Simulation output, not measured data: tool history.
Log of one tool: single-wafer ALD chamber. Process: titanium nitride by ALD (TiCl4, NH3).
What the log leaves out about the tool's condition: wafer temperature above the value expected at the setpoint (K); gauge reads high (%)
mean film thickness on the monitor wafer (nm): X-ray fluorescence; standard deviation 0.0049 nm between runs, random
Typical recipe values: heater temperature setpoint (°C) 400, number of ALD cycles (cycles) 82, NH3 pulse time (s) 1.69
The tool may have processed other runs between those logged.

run     day  heater temperature setpoint (°C)  number of ALD cycles (cycles)  NH3 pulse time (s)  wafers since the last listed run  hours since the last thermocouple change  hours since the showerhead was replaced  hours since the gauge calibration  read-back reference wafer on the same gauge, thickness_nm  mean film thickness on the monitor wafer (nm)
  1       0                               400                             82                1.69                                 0                                    1845.5                                   5256.8                              165.7                                                      1.731                                          1.939
  2   1.429                               400                             82                1.69                                98                                    1879.8                                   5291.1                                200                                                      1.731                                          1.935
  3   2.496                               400                             82                1.69                                73                                    1905.4                                   5316.7                              225.6                                                       1.73                                          1.949
  4   4.262                               400                             82                1.26                               121                                    1947.8                                   5359.1                                268                                                       1.73                                          1.926
  5   6.788                               400                             82                2.09                               174                                    2008.4                                   5419.7                              328.6                                                      1.731                                          1.953
  6   8.996                               400                             82                2.09                               152                                    2061.4                                   5472.7                              381.6                                                      1.729                                          1.946
  7  11.154                               400                             75                1.69                               148                                    2113.2                                   5524.5                              433.4                                                      1.731                                          1.779
  8  12.433                               400                             75                1.69                                88                                    2143.9                                   5555.2                              464.1                                                      1.729                                          1.779
     12.438  -- gauge calibrated
     14.612  -- thermocouple changed; heater temperature recalibrated
     17.179  -- showerhead replaced
  9    17.2                               388                             82                2.26                               282                                      62.1                                      0.5                              114.3                                                      1.729                                           1.94
 10  18.246                               411                             82                2.15                                72                                      87.2                                     25.6                              139.4                                                      1.729                                          1.965
 11  21.783                               411                             89                1.69                               243                                     172.1                                    110.5                              224.3                                                       1.73                                          2.119
 12  24.738                               400                             82                1.69                               203                                       243                                    181.4                              295.2                                                       1.73                                          1.956
 13  25.888                               400                             82                1.69                                79                                     270.6                                      209                              322.8                                                       1.73                                          1.942
 14  28.404                               407                             97                1.97                               173                                       331                                    269.4                              383.2                                                      1.731                                          2.322
     29.621  -- gauge calibrated
 15  30.796                               400                             91                1.03                               164                                     388.4                                    326.8                               28.2                                                       1.73                                           2.12
 16  31.908                               404                             98                1.38                                76                                     415.1                                    353.5                               54.9                                                      1.731                                          2.309

Forecast each of these 4 alternatives for the next run:
  A  31.933                               400                             87                1.69                                 1                                     415.7                                    354.1                               55.5                                                          ?                                              ?
  B  31.933                               400                             96                1.69                                 1                                     415.7                                    354.1                               55.5                                                          ?                                              ?
  C  31.933                               386                             67                1.33                                 1                                     415.7                                    354.1                               55.5                                                          ?                                              ?
  D  31.933                               394                             67                1.42                                 1                                     415.7                                    354.1                               55.5                                                          ?                                              ?

run  read-back reference wafer on the same gauge, thickness_nm  mean film thickness on the monitor wafer (nm)
  A                                                      1.732                                          2.072
  B                                                      1.732                                          2.286
  C                                                      1.732                                          1.555
  D                                                      1.732                                          1.575
Without the tool's unlogged condition, the same runs would have read:
run  mean film thickness on the monitor wafer (nm)
  A                                          2.072
  B                                          2.286
  C                                          1.555
  D                                          1.575
